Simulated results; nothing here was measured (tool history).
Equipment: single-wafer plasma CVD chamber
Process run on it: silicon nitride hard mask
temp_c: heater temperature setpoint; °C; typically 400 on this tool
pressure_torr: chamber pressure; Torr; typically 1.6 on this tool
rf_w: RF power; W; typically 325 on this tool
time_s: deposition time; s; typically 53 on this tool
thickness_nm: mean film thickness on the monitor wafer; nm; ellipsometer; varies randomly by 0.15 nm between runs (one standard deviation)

run   hour  temp_c  pressure_torr  rf_w  time_s  read-back reference wafer on the same gauge, thickness_nm  thickness_nm
  1      0     400            1.6   375      53                                                     52.489        69.954
  2   35.9     400            1.6   375      53                                                     52.486        70.049
  3   68.9     400            1.6   375      53                                                     52.476        69.762
      75.2  -- gauge calibrated
  4   90.5     400            1.6   325      53                                                     52.497         64.02
  5  108.6     400            1.6   325      53                                                     52.519        64.106
  6  139.6     400            1.6   325      53                                                     52.493        63.981
  7  162.1     400            1.6   325      53                                                     52.517        64.119
     191.5  -- capacitance manometer re-zeroed and calibrated
     197.2  -- showerhead replaced
  8  197.7     400            1.6   325    43.2                                                     52.479        51.374
  9  223.4     411            1.6   300      53                                                     52.458        59.442
 10  241.7     407           1.77   345      53                                                     52.475         66.54
 11  266.7     400           1.73   325      53                                                      52.51        63.693
 12  290.3     400           1.73   390    44.9                                                     52.487        60.541
 13  308.5     400            1.6   325      53                                                     52.508        63.366
 14    324     400           1.78   275    45.1                                                     52.534        49.391
 15  357.3     400            1.6   325      53                                                     52.529        63.113
 16  375.2     400           1.72   325    59.9                                                     52.496        72.606
     394.2  -- thermocouple changed; heater temperature recalibrated
 17  405.9     400            1.6   325      53                                                     52.462        63.274
 18  428.6     400            1.6   290      53                                                       52.5        58.745
 19  441.4     388           1.38   365      53                                                      52.46        65.887
 20  454.3     391            1.6   325      56                                                     52.515        66.947
 21  478.6     393           1.94   385      61                                                     52.501        84.637
 22  508.1     414           1.35   285      53                                                     52.512         55.67
 23  529.2     400            1.6   325      53                                                     52.465        62.873
 24  544.8     400            1.6   365      53                                                     52.465        67.721
 25  568.7     387           1.29   295    62.5                                                      52.47        67.278
 26  603.8     413           1.39   280    56.2                                                     52.518         58.87
 27  623.7     400            1.6   325    56.9                                                     52.522        68.049
 28    652     410            1.6   325    59.7                                                       52.5        70.871
 29  687.7     400            1.6   345      53                                                     52.546        65.599
 30  715.8     400            1.6   325      53                                                     52.501        63.296

3 options for the next run, each taken on its own from the tool as it stands now. Forecast them:
  A  716.2     400            1.6   325      53                                                          ?             ?
  B  716.2     413            1.9   325      53                                                          ?             ?
  C  716.2     400            1.8   355      53                                                          ?             ?

run  read-back reference wafer on the same gauge, thickness_nm  thickness_nm
  A                                                     52.503        63.043
  B                                                     52.503        65.174
  C                                                     52.503         68.31
Without the tool's unlogged condition, the same runs would have read:
run  thickness_nm
  A        62.674
  B        64.814
  C        67.908
